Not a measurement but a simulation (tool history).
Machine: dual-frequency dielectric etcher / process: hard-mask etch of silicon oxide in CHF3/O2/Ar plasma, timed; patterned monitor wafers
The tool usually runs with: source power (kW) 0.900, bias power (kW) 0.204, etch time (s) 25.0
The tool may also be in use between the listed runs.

run   hour  source power (kW)  bias power (kW)  etch time (s)  read-back reference wafer on the same gauge, depth_nm  mean etch depth across the wafer (nm)
  1    0.0              0.900            0.204           25.0                                                   55.4                                   55.6
  2   34.9              0.900            0.204           25.0                                                   55.3                                   55.7
  3   52.5              0.900            0.204           25.0                                                   55.4                                   55.7
  4   82.4              0.900            0.204           23.0                                                   55.4                                   51.0
  5  114.5              0.900            0.204           23.0                                                   55.4                                   50.8
     146.7  -- upper electrode replaced
  6  147.2              0.900            0.204           23.0                                                   55.4                                   51.3
  7  166.3              0.900            0.217           25.0                                                   55.4                                   56.9
     203.3  -- bias power generator calibrated
     250.8  -- source power generator calibrated
     252.6  -- wet clean of the chamber
  8  253.1              0.900            0.233           25.0                                                   55.3                                   57.5
  9  258.0              0.900            0.204           18.5                                                   55.4                                   41.0
 10  288.6              0.900            0.233           25.0                                                   55.4                                   57.7
 11  305.3              1.100            0.153           25.0                                                   55.4                                   56.8
     306.5  -- gauge calibrated
 12  334.7              1.100            0.189           18.0                                                   55.4                                   42.9
 13  352.4              0.900            0.171           25.0                                                   55.4                                   52.9
 14  374.8              1.010            0.250           30.5                                                   55.3                                   75.7
 15  390.2              0.900            0.204           21.5                                                   55.3                                   48.1

4 ways to go on from here, each from the tool as it stands after run 15. What would each give?
  A  390.6              0.900            0.178           25.0                                                      ?                                      ?
  B  390.6              0.770            0.156           19.5                                                      ?                                      ?
  C  390.6              0.900            0.219           30.0                                                      ?                                      ?
  D  390.6              0.830            0.204           21.5                                                      ?                                      ?

run  read-back reference wafer on the same gauge, depth_nm  mean etch depth across the wafer (nm)
  A                                                   55.3                                   54.0
  B                                                   55.3                                   37.8
  C                                                   55.3                                   68.5
  D                                                   55.3                                   46.4
Take away the tool's hidden state, keep each run's random variation, and the runs would have read:
run  mean etch depth across the wafer (nm)
  A                                   54.0
  B                                   37.8
  C                                   68.5
  D                                   46.4

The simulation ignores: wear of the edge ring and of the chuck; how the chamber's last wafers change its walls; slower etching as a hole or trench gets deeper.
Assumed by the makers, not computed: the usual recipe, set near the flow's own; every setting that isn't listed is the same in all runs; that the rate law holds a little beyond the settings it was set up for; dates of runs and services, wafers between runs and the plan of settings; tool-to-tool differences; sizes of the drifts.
